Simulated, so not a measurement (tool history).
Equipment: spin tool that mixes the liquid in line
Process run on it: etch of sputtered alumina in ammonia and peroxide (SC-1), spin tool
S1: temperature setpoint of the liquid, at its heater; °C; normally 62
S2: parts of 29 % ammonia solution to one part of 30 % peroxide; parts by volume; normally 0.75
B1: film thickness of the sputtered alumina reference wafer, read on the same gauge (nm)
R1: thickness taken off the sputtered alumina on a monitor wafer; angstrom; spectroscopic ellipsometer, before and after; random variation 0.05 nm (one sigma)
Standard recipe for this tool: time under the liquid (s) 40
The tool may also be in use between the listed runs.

{"run": 1, "day": 0.0, "S1": 62, "S2": 0.75, "time under the liquid (s)": 40, "B1": 77.82, "R1": 56.3}
{"run": 2, "day": 2.583, "S1": 62, "S2": 0.75, "time under the liquid (s)": 40, "B1": 77.75, "R1": 55.7}
{"day": 6.454, "done": "ammonia flow meter replaced"}
{"run": 3, "day": 6.742, "S1": 62, "S2": 0.75, "time under the liquid (s)": 40, "B1": 77.62, "R1": 54.6}
{"day": 9.488, "done": "new drum of ammonia solution connected"}
{"run": 4, "day": 9.842, "S1": 62, "S2": 0.85, "time under the liquid (s)": 40, "B1": 77.54, "R1": 55.5}
{"run": 5, "day": 12.633, "S1": 62, "S2": 0.75, "time under the liquid (s)": 40, "B1": 77.45, "R1": 55.5}
{"run": 6, "day": 15.371, "S1": 62, "S2": 0.75, "time under the liquid (s)": 40, "B1": 77.39, "R1": 54.9}
{"day": 16.221, "done": "heated supply line repaired"}
{"run": 7, "day": 17.171, "S1": 59, "S2": 1.05, "time under the liquid (s)": 60, "B1": 77.34, "R1": 72.4}
{"run": 8, "day": 20.292, "S1": 62, "S2": 0.85, "time under the liquid (s)": 40, "B1": 77.25, "R1": 56.8}
{"day": 22.604, "done": "gauge calibrated"}
{"run": 9, "day": 22.95, "S1": 65.5, "S2": 1.1, "time under the liquid (s)": 40, "B1": 79.82, "R1": 71.2}
{"day": 25.892, "done": "thermometer replaced"}
{"run": 10, "day": 26.925, "S1": 70, "S2": 1, "time under the liquid (s)": 55, "B1": 79.76, "R1": 120.5}
{"run": 11, "day": 29.408, "S1": 62, "S2": 0.75, "time under the liquid (s)": 30, "B1": 79.65, "R1": 42.5}
{"day": 29.604, "done": "ammonia flow meter replaced"}
{"day": 30.55, "done": "new drum of ammonia solution connected"}
{"run": 12, "day": 33.35, "S1": 70, "S2": 0.35, "time under the liquid (s)": 20, "B1": 79.55, "R1": 39.1}
{"run": 13, "day": 36.838, "S1": 67, "S2": 1, "time under the liquid (s)": 40, "B1": 79.46, "R1": 75.4}
{"run": 14, "day": 40.35, "S1": 62, "S2": 0.75, "time under the liquid (s)": 40, "B1": 79.37, "R1": 56.5}
{"run": 15, "day": 43.833, "S1": 53.5, "S2": 1, "time under the liquid (s)": 40, "B1": 79.28, "R1": 37.2}
{"run": 16, "day": 46.192, "S1": 59, "S2": 0.75, "time under the liquid (s)": 40, "B1": 79.21, "R1": 48.1}
{"run": 17, "day": 49.046, "S1": 62, "S2": 0.85, "time under the liquid (s)": 40, "B1": 79.12, "R1": 57.7}
{"run": 18, "day": 51.0, "S1": 66.5, "S2": 0.75, "time under the liquid (s)": 40, "B1": 79.1, "R1": 70.7}
{"day": 53.388, "done": "ammonia flow meter replaced"}
{"run": 19, "day": 54.8, "S1": 62, "S2": 1.05, "time under the liquid (s)": 25, "B1": 78.98, "R1": 36.2}
{"day": 55.158, "done": "new drum of ammonia solution connected"}
{"run": 20, "day": 57.067, "S1": 62, "S2": 0.55, "time under the liquid (s)": 40, "B1": 78.91, "R1": 54.2}
{"run": 21, "day": 58.933, "S1": 70, "S2": 1, "time under the liquid (s)": 40, "B1": 78.84, "R1": 86.8}
{"run": 22, "day": 61.538, "S1": 54.5, "S2": 0.4, "time under the liquid (s)": 25, "B1": 78.8, "R1": 22.6}
{"run": 23, "day": 65.454, "S1": 62, "S2": 1.05, "time under the liquid (s)": 60, "B1": 78.67, "R1": 87.9}
{"run": 24, "day": 68.604, "S1": 68, "S2": 1.05, "time under the liquid (s)": 50, "B1": 78.58, "R1": 98.6}

4 ways to go on from here, each from the tool as it stands after run 24. What would each give?
{"run": "A", "day": 68.621, "S1": 62, "S2": 0.75, "time under the liquid (s)": 40, "B1": "?", "R1": "?"}
{"run": "B", "day": 68.621, "S1": 56, "S2": 0.4, "time under the liquid (s)": 40, "B1": "?", "R1": "?"}
{"run": "C", "day": 68.621, "S1": 68, "S2": 0.95, "time under the liquid (s)": 40, "B1": "?", "R1": "?"}
{"run": "D", "day": 68.621, "S1": 67.5, "S2": 1.15, "time under the liquid (s)": 15, "B1": "?", "R1": "?"}

run=A B1=78.58 R1=56.2
run=B B1=78.58 R1=38.8
run=C B1=78.58 R1=77.4
run=D B1=78.58 R1=28.8
What these runs would have given with no unlogged condition in the tool:
run=A R1=57.2
run=B R1=39.5
run=C R1=78.8
run=D R1=29.3

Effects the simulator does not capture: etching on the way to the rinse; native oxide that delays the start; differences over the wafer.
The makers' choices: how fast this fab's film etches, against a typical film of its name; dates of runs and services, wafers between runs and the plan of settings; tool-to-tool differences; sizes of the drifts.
